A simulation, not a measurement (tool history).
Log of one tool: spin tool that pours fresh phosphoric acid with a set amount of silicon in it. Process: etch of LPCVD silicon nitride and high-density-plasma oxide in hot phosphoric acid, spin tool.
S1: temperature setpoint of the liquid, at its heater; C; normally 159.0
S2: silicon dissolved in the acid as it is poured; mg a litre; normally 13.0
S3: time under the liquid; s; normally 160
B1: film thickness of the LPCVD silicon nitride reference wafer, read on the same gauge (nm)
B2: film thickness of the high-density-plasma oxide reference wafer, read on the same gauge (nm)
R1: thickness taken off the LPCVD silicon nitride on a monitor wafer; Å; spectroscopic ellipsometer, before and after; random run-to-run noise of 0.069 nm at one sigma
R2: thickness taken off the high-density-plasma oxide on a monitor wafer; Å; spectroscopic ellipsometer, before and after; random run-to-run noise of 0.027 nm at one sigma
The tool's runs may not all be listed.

run	hour	S1	S2	S3	B1	B2	R1	R2
1	0.0	159.0	13.0	160	80.02	109.979	153.7	5.02
2	11.9	159.0	13.0	160	79.98	110.010	153.5	4.66
3	18.8	159.0	13.0	160	80.03	109.978	153.5	4.69
4	36.3	159.0	13.0	160	80.01	110.019	154.3	4.67
5	45.5	159.0	13.0	160	80.01	109.947	153.1	5.00
6	55.7	159.0	13.0	160	79.99	110.013	154.1	4.60
# hour 59.2: heated supply line repaired
7	62.0	159.0	13.0	160	79.97	110.021	154.2	4.59
8	75.5	159.0	13.0	160	79.98	110.039	153.7	4.83
# hour 85.6: dissolved silicon flow meter replaced
9	90.7	159.0	13.0	160	80.01	109.994	155.1	5.11
10	104.6	160.5	19.0	160	80.02	110.013	163.7	4.79
11	118.7	161.0	13.0	160	80.01	110.051	165.4	5.61
12	128.8	158.0	13.0	160	80.01	109.999	148.5	5.06
# hour 142.3: thermometer replaced
13	145.9	160.5	8.0	215	79.94	110.013	197.3	7.14
14	156.6	160.0	19.5	190	79.97	109.982	175.0	4.34
15	166.4	158.0	22.0	135	79.99	109.962	114.9	2.88
# hour 173.9: gauge calibrated
16	176.5	157.0	18.5	105	80.00	109.999	87.0	1.89
17	187.9	159.0	13.0	190	80.00	109.980	168.3	4.68
18	204.7	159.0	13.0	160	80.00	110.011	141.0	4.29
19	219.3	157.5	10.5	110	80.03	110.034	92.3	2.34
20	234.6	160.5	2.5	245	80.04	109.969	228.8	7.78
21	241.6	159.0	7.0	160	80.00	109.954	140.0	5.26

What if the next run were any one of these 4? Each begins from the tool's condition after run 21:
A	242.1	159.0	16.0	160	?	?	?	?
B	242.1	160.5	9.0	230	?	?	?	?
C	242.1	156.5	13.0	65	?	?	?	?
D	242.1	159.0	13.0	200	?	?	?	?

run	B1	B2	R1	R2
A	80.01	110.034	140.5	3.71
B	80.01	110.034	212.4	7.03
C	80.01	110.034	52.4	1.35
D	80.01	110.034	175.7	5.00
Take away the tool's hidden state, keep each run's random variation, and the runs would have read:
run	R1	R2
A	139.6	3.66
B	211.1	6.94
C	52.1	1.33
D	174.5	4.93
